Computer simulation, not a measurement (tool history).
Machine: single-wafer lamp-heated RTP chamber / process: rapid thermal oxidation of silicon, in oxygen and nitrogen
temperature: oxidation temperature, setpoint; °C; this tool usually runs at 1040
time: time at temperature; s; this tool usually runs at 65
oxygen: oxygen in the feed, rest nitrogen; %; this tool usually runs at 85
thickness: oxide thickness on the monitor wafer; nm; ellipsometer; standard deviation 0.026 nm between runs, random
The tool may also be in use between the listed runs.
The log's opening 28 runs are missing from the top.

| run | hour | temperature | time | oxygen | read-back reference wafer on the same gauge, thickness | thickness |
|---|---|---|---|---|---|---|
| 29 | 794.8 | 1040 | 65 | 68 | 8.191 | 7.159 |
| 30 | 827.2 | 1050 | 36 | 85 | 8.187 | 6.388 |
| 31 | 841.7 | 1040 | 87 | 85 | 8.195 | 8.943 |
| 32 | 862.7 | 1021 | 81 | 85 | 8.182 | 7.539 |
| 33 | 890.9 | 1050 | 82 | 61 | 8.183 | 8.220 |
| 34 | 936.2 | 1058 | 81 | 72 | 8.192 | 9.111 |
| 35 | 967.7 | 1040 | 91 | 85 | 8.191 | 9.099 |
| 36 | 983.0 | 1040 | 65 | 85 | 8.191 | 7.770 |
| 37 | 998.2 | 1066 | 65 | 98 | 8.188 | 9.828 |
| 38 | 1032.7 | 1054 | 43 | 98 | 8.190 | 7.505 |

Alternative continuations, all from the tool just after run 38; predict every row:
| A | 1033.2 | 1040 | 47 | 85 | ? | ? |
| B | 1033.2 | 1040 | 88 | 74 | ? | ? |
| C | 1033.2 | 1052 | 96 | 95 | ? | ? |
| D | 1033.2 | 1064 | 40 | 98 | ? | ? |

| run | read-back reference wafer on the same gauge, thickness | thickness |
|---|---|---|
| A | 8.181 | 6.744 |
| B | 8.181 | 8.489 |
| C | 8.181 | 10.503 |
| D | 8.181 | 7.783 |
The same runs, with their run-to-run variation unchanged, on a tool lacking any hidden condition would have given:
| run | thickness |
|---|---|
| A | 6.700 |
| B | 8.434 |
| C | 10.436 |
| D | 7.734 |
